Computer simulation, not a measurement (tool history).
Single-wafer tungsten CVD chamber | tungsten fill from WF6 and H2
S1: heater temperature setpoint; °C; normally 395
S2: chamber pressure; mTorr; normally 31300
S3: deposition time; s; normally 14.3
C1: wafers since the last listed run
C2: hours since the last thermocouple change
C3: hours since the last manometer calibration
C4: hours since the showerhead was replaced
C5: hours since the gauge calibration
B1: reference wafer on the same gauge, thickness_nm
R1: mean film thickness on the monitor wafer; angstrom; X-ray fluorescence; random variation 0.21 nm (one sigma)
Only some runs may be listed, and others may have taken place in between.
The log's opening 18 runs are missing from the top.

| run | hour | S1 | S2 | S3 | C1 | C2 | C3 | C4 | C5 | B1 | R1 |
|---|---|---|---|---|---|---|---|---|---|---|---|
| 19 | 256.4 | 399 | 29000 | 16.2 | 316 | 23.5 | 111.2 | 83.6 | 313.1 | 39.907 | 435.34 |
| 20 | 267.4 | 401 | 36500 | 15.2 | 233 | 34.5 | 122.2 | 94.6 | 324.1 | 39.929 | 459.72 |
| 21 | 279.8 | 395 | 24800 | 14.3 | 263 | 46.9 | 134.6 | 107 | 336.5 | 39.917 | 337.97 |
| 22 | 297 | 395 | 31300 | 14.3 | 365 | 64.1 | 151.8 | 124.2 | 353.7 | 39.875 | 374.1 |
| 23 | 309.9 | 395 | 28700 | 14.3 | 273 | 77 | 164.7 | 137.1 | 366.6 | 39.893 | 357.46 |
|  | 313.1 | gauge calibrated |
| 24 | 325.5 | 395 | 31300 | 16.6 | 331 | 92.6 | 180.3 | 152.7 | 12.4 | 39.907 | 429.24 |
| 25 | 332 | 395 | 31300 | 14.3 | 137 | 99.1 | 186.8 | 159.2 | 18.9 | 39.918 | 368.4 |
| 26 | 340.9 | 395 | 31300 | 14.3 | 188 | 108 | 195.7 | 168.1 | 27.8 | 39.93 | 369.86 |
| 27 | 349.5 | 395 | 24100 | 11.8 | 182 | 116.6 | 204.3 | 176.7 | 36.4 | 39.929 | 278.83 |
| 28 | 356 | 395 | 31300 | 14.3 | 137 | 123.1 | 210.8 | 183.2 | 42.9 | 39.924 | 368.34 |
| 29 | 369 | 395 | 31300 | 14.3 | 275 | 136.1 | 223.8 | 196.2 | 55.9 | 39.893 | 367 |
| 30 | 378.8 | 395 | 31300 | 14.3 | 208 | 145.9 | 233.6 | 206 | 65.7 | 39.897 | 367.4 |
| 31 | 388.7 | 395 | 31300 | 16.6 | 210 | 155.8 | 243.5 | 215.9 | 75.6 | 39.926 | 425.23 |
| 32 | 404.3 | 382 | 34700 | 14.3 | 331 | 171.4 | 259.1 | 231.5 | 91.2 | 39.892 | 305.02 |
| 33 | 418.8 | 395 | 31300 | 12 | 307 | 185.9 | 273.6 | 246 | 105.7 | 39.871 | 307.88 |

Each row is a separate what-if for the run after 33, all from the same tool condition, not one after another. Results?
| A | 419.2 | 395 | 31300 | 14.3 | 8 | 186.3 | 274 | 246.4 | 106.1 | ? | ? |
| B | 419.2 | 395 | 31300 | 11.8 | 8 | 186.3 | 274 | 246.4 | 106.1 | ? | ? |
| C | 419.2 | 395 | 28700 | 13.3 | 8 | 186.3 | 274 | 246.4 | 106.1 | ? | ? |
| D | 419.2 | 391 | 33900 | 14.3 | 8 | 186.3 | 274 | 246.4 | 106.1 | ? | ? |

| run | B1 | R1 |
|---|---|---|
| A | 39.934 | 367.95 |
| B | 39.934 | 303.37 |
| C | 39.934 | 331.74 |
| D | 39.934 | 354.28 |
Take away the tool's hidden state, keep each run's random variation, and the runs would have read:
| run | R1 |
|---|---|
| A | 367.95 |
| B | 303.37 |
| C | 331.74 |
| D | 354.28 |
